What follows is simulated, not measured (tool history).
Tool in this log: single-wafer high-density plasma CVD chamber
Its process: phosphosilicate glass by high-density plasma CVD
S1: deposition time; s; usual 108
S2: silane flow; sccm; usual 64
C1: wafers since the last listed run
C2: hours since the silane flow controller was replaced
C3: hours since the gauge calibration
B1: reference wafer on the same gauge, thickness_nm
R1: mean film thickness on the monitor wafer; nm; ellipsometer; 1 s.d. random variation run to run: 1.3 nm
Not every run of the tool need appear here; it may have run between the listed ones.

run   hour   S1  S2   C1      C2     C3       B1       R1
  1      0  108  64    0  2429.4  229.5  555.964   652.55
  2   23.3  108  64  351  2452.7  252.8  555.912  652.575
  3     50  108  64  403  2479.4  279.5  555.704  654.135
  4   65.5  108  70  234  2494.9    295   556.19  704.197
  5   98.2  108  70  493  2527.6  327.7  556.068  701.835
  6  111.7  108  70  203  2541.1  341.2  555.953  701.325
  7  145.5  102  64  510  2574.9    375  556.033  612.589
  8  171.2  108  61  388  2600.6  400.7  555.943  622.897
     208.9  -- silane flow controller replaced
  9  209.4  108  64  456     0.5  438.9  555.808  687.604
 10  221.7  129  74  185    12.8  451.2  555.688  927.592

Run 11 is up next; what results do you expect?
 11  243.3  94  64  326  34.4  472.8   ?   ?

Run 11 produced B1 555.73, R1 599.37 nm.
With no hidden state in the tool, this same run would have given R1 597.155 nm.
